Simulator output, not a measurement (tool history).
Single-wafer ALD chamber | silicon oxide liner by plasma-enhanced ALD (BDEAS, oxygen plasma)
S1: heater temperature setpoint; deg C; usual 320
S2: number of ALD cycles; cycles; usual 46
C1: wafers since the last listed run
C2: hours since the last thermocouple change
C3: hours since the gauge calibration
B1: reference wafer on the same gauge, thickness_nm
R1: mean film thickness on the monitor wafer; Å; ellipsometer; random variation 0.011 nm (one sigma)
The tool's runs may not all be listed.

run,hour,S1,S2,C1,C2,C3,B1,R1
1,0.0,329,46,0,2193.2,92.8,4.409,42.39
2,16.7,329,46,125,2209.9,109.5,4.411,42.16
3,24.0,329,46,54,2217.2,116.8,4.411,42.29
4,30.0,320,46,44,2223.2,122.8,4.409,42.80
5,41.6,320,46,86,2234.8,134.4,4.409,42.93
6,54.1,320,46,93,2247.3,146.9,4.411,42.79
7,63.0,320,46,66,2256.2,155.8,4.409,42.75
8,77.4,320,46,107,2270.6,170.2,4.410,42.86
9,84.6,320,46,53,2277.8,177.4,4.411,42.79
# hour 97.6: thermocouple changed; heater temperature recalibrated
10,98.1,316,46,41,0.5,190.9,4.411,43.12
11,108.9,320,46,80,11.3,201.7,4.409,43.03
12,115.6,314,46,50,18.0,208.4,4.411,43.23
13,123.5,320,46,59,25.9,216.3,4.411,42.84
14,130.4,309,42,51,32.8,223.2,4.408,39.68
# hour 134.6: gauge calibrated
15,138.7,328,50,62,41.1,4.1,4.408,46.09
16,151.9,326,50,98,54.3,17.3,4.412,46.10
17,169.3,311,39,130,71.7,34.7,4.412,36.94
18,175.7,320,51,47,78.1,41.1,4.412,47.62
19,182.8,305,50,53,85.2,48.2,4.411,47.79
20,190.0,310,41,53,92.4,55.4,4.411,38.85
21,205.9,305,50,119,108.3,71.3,4.412,47.71
22,221.2,320,40,114,123.6,86.6,4.409,37.34
23,230.7,320,50,71,133.1,96.1,4.410,46.58

The tool's hidden state at each run:
wafer temperature above the value expected at the setpoint (K): 0 in every run
gauge reads high (%): 0 in every run
